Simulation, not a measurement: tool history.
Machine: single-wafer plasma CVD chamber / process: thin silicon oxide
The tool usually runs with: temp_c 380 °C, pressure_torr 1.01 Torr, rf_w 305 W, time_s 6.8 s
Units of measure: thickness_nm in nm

run	hour	temp_c	pressure_torr	rf_w	time_s	wafers since the last listed run	hours since the last thermocouple change	hours since the last RF generator calibration	hours since the last manometer calibration	hours since the showerhead was replaced	hours since the gauge calibration	read-back reference wafer on the same gauge, thickness_nm	thickness_nm
1	0	380	1.01	305	6.8	0	1948.6	685.4	2774.5	2732.3	373.6	12.1	13.385
2	44.7	380	1.01	305	6.8	2215	1993.3	730.1	2819.2	2777	418.3	12.101	13.26
3	140.9	380	1.01	305	6.8	4767	2089.5	826.3	2915.4	2873.2	514.5	12.105	13.299
# hour 192: RF generator calibrated
# hour 439.9: capacitance manometer re-zeroed and calibrated
4	449.3	380	1.01	305	6.8	14491	2397.9	257.3	9.4	3181.6	822.9	12.101	13.782
5	519.2	380	1.01	335	6.8	3464	2467.8	327.2	79.3	3251.5	892.8	12.092	14.402
# hour 538.8: thermocouple changed; heater temperature recalibrated
6	598.8	380	1.01	305	6.8	3548	60	406.8	158.9	3331.1	972.4	12.079	13.79
# hour 648.1: gauge calibrated
7	680.7	380	1.01	305	6.8	4059	141.9	488.7	240.8	3413	32.6	12.099	13.825
# hour 726.4: showerhead replaced
8	757.5	380	1.01	305	6.8	3409	218.7	565.5	317.6	31.1	109.4	12.089	13.721
9	836.1	380	1.01	305	6.8	3895	297.3	644.1	396.2	109.7	188	12.093	13.725
10	910.9	380	1.11	260	6.8	3707	372.1	718.9	471	184.5	262.8	12.11	13.029
11	971	380	1.01	350	6.34	2978	432.2	779	531.1	244.6	322.9	12.111	13.714
# hour 994.8: RF generator calibrated
12	1074.3	380	1.01	340	5.64	4723	535.5	79.5	634.4	347.9	426.2	12.103	12.224
13	1176.6	387	0.89	305	7.73	5070	637.8	181.8	736.7	450.2	528.5	12.095	14.527
14	1225.4	380	0.93	270	6.8	2418	686.6	230.6	785.5	499	577.3	12.08	12.342
15	1330.4	393	1.01	305	7.98	5204	791.6	335.6	890.5	604	682.3	12.09	16.122
16	1366.5	375	1.19	305	6.25	1789	827.7	371.7	926.6	640.1	718.4	12.093	13.764
17	1440.6	380	1.01	305	6.8	3672	901.8	445.8	1000.7	714.2	792.5	12.114	13.73

4 ways to go on from here, each from the tool as it stands after run 17. What would each give?
A	1441	380	1.01	350	6.8	19	902.2	446.2	1001.1	714.6	792.9	?	?
B	1441	380	0.76	305	6.8	19	902.2	446.2	1001.1	714.6	792.9	?	?
C	1441	372	1.01	305	6.8	19	902.2	446.2	1001.1	714.6	792.9	?	?
D	1441	380	1.1	305	6.8	19	902.2	446.2	1001.1	714.6	792.9	?	?

run	read-back reference wafer on the same gauge, thickness_nm	thickness_nm
A	12.109	14.674
B	12.109	11.524
C	12.109	13.758
D	12.109	14.309
Without the tool's hidden state the same runs would have given:
run	thickness_nm
A	14.925
B	11.742
C	14.012
D	14.574
